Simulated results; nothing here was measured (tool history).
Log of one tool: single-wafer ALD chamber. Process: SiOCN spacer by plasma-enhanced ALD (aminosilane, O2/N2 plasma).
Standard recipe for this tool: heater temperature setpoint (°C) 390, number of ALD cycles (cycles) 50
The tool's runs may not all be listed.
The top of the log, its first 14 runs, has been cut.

| run | hour | heater temperature setpoint (°C) | number of ALD cycles (cycles) | read-back reference wafer on the same gauge, thickness_nm | mean film thickness on the monitor wafer (nm) |
|---|---|---|---|---|---|
| 15 | 196.1 | 393 | 50 | 2.995 | 3.015 |
| 16 | 212.1 | 393 | 50 | 2.99 | 3.007 |
| 17 | 227 | 380 | 43 | 2.992 | 2.579 |
| 18 | 244.4 | 380 | 43 | 2.994 | 2.589 |
| 19 | 259.5 | 390 | 50 | 2.993 | 3.006 |
| 20 | 268 | 390 | 50 | 2.99 | 3.006 |
|  | 273.3 | gauge calibrated |
| 21 | 276.4 | 390 | 50 | 3.016 | 3.047 |
| 22 | 286.2 | 390 | 50 | 3.011 | 3.023 |
| 23 | 295.7 | 399 | 41 | 3.007 | 2.486 |
| 24 | 304.2 | 397 | 50 | 3.007 | 3.015 |
| 25 | 321.5 | 390 | 60 | 3.003 | 3.6 |
| 26 | 333.5 | 405 | 47 | 2.997 | 2.806 |
| 27 | 349.5 | 390 | 50 | 2.998 | 3.011 |
| 28 | 357.2 | 393 | 42 | 2.989 | 2.53 |
| 29 | 363.7 | 390 | 50 | 2.993 | 3.009 |
| 30 | 378.1 | 384 | 47 | 2.993 | 2.81 |
| 31 | 394 | 390 | 44 | 2.988 | 2.641 |
| 32 | 407.5 | 390 | 50 | 2.987 | 3.008 |
| 33 | 419.4 | 378 | 50 | 2.985 | 3 |
| 34 | 435.8 | 381 | 50 | 2.985 | 2.999 |
| 35 | 442 | 398 | 58 | 2.987 | 3.479 |
| 36 | 452.1 | 380 | 50 | 2.979 | 3.006 |
| 37 | 468.8 | 378 | 57 | 2.981 | 3.41 |
| 38 | 483.7 | 390 | 50 | 2.983 | 2.995 |

Run 39, settings as shown, results not yet in. Your forecast:
| 39 | 500.4 | 390 | 50 | ? | ? |

read-back reference wafer on the same gauge, thickness_nm: 2.982
mean film thickness on the monitor wafer (nm): 2.992
The same run, on a tool lacking any hidden state, would have yielded mean film thickness on the monitor wafer (nm) 3.03.
